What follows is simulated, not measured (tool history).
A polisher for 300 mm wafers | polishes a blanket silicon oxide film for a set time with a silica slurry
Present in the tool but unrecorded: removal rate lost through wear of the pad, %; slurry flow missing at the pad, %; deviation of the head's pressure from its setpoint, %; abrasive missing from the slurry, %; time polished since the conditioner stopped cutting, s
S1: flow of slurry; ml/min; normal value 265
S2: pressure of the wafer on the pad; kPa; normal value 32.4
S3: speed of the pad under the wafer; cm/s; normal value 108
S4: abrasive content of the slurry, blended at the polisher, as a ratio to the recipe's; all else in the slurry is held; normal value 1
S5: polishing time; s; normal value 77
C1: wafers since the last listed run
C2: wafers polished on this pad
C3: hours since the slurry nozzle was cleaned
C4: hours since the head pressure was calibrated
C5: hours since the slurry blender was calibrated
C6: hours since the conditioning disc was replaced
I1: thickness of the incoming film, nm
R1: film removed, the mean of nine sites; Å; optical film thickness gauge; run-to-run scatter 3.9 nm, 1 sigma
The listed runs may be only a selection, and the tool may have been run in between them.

run   hour   S1    S2   S3    S4  S5   C1    C2     C3     C4     C5     C6     I1    R1
  1      0  290  32.4  108   0.8  77    0   931    240  833.1     48   78.3  765.2  2823
  2     12  290  32.4  108   0.8  77  146  1078    252  845.1     60   90.3  786.8  2821
      24.7  -- worn pad replaced by a new one
  3     29  290  32.4  108   0.8  77  158    52    269  862.1     77  107.3  781.3  2872
  4   45.1  265  32.4  108     1  64  196   248  285.1  878.2   93.1  123.4  787.1  2513
  5   56.6  265  32.4  108     1  64  140   388  296.6  889.7  104.6  134.9  781.1  2454
  6   97.3  265  32.4  108     1  64  496   885  337.3  930.4  145.3  175.6  778.4  2507
  7  110.5  265  32.4  108     1  77  161  1046  350.5  943.6  158.5  188.8  793.8  2974
  8  121.8  265  32.4  136     1  87  137  1184  361.8  954.9  169.8  200.1  778.4  4017
  9    139  265  32.4  136     1  87  209  1394    379  972.1    187  217.3  775.6  4040
     154.6  -- head pressure recalibrated
     157.4  -- worn pad replaced by a new one
 10  157.9  265  32.4  108  1.15  77  172     6  397.9    3.3  205.9  236.2    769  3101
 11  160.3  265  32.4  108  1.15  77   29    35  400.3    5.7  208.3  238.6  775.3  3101
 12  173.7  265  32.4  108  1.15  77  163   199  413.7   19.1  221.7    252  775.9  3129
     185.2  -- slurry blender recalibrated
 13  190.8  265  32.4  108     1  91  184   383  430.8   36.2    5.6  269.1  778.7  3536
 14  204.2  265  32.4  108  1.15  77  163   547  444.2   49.6     19  282.5  789.2  3069
 15  216.9  265  32.4  108     1  77  154   702  456.9   62.3   31.7  295.2  766.7  2963
 16  225.9  220  32.4   78     1  77  109   812  465.9   71.3   40.7  304.2    781  2220
     235.8  -- conditioning disc replaced and pad reconditioned
 17  240.6  265  27.6  108     1  77  154   967  480.6     86   55.4    4.8  780.3  2512
     243.7  -- slurry nozzle cleaned
 18  252.3  265  26.2   86   0.8  54  130  1097    8.6   97.7   67.1   16.5  783.8  1328
     262.7  -- worn pad replaced by a new one
 19  269.8  265  32.4  108     1  77  164    86   26.1  115.2   84.6     34  788.6  2982
 20  285.7  265  42.7   88     1  77  194   280     42  131.1  100.5   49.9  773.5  3299
 21  296.9  265  23.4  108     1  63  136   416   53.2  142.3  111.7   61.1  781.3  1768
 22  304.2  295  32.4  108  0.85  77   89   506   60.5  149.6    119   68.4    774  2825
 23  317.3  295  40.7  108     1  77  159   665   73.6  162.7  132.1   81.5  769.4  3699
 24  325.1  265  32.4  108     1  77   95   761   81.4  170.5  139.9   89.3  775.2  2980
 25  341.7  335  32.4   82     1  77  202   963     98  187.1  156.5  105.9  777.7  2427
 26  352.9  265  32.4  108     1  77  136  1100  109.2  198.3  167.7  117.1  787.9  2944
 27  368.5  215  32.4  108   0.9  85  190  1290  124.8  213.9  183.3  132.7  789.7  3080

Forecast each of these 3 alternatives for the next run:
  A  368.9  265  32.4  108  1.25  77   4  1295  125.2  214.3  183.7  133.1  773.3   ?
  B  368.9  355  22.8  118     1  86   4  1295  125.2  214.3  183.7  133.1  773.3   ?
  C  368.9  345  32.4   88     1  88   4  1295  125.2  214.3  183.7  133.1  773.3   ?

run    R1
  A  3117
  B  2521
  C  2881
Take away the tool's hidden state, keep each run's random variation, and the runs would have read:
run    R1
  A  3117
  B  2521
  C  2881
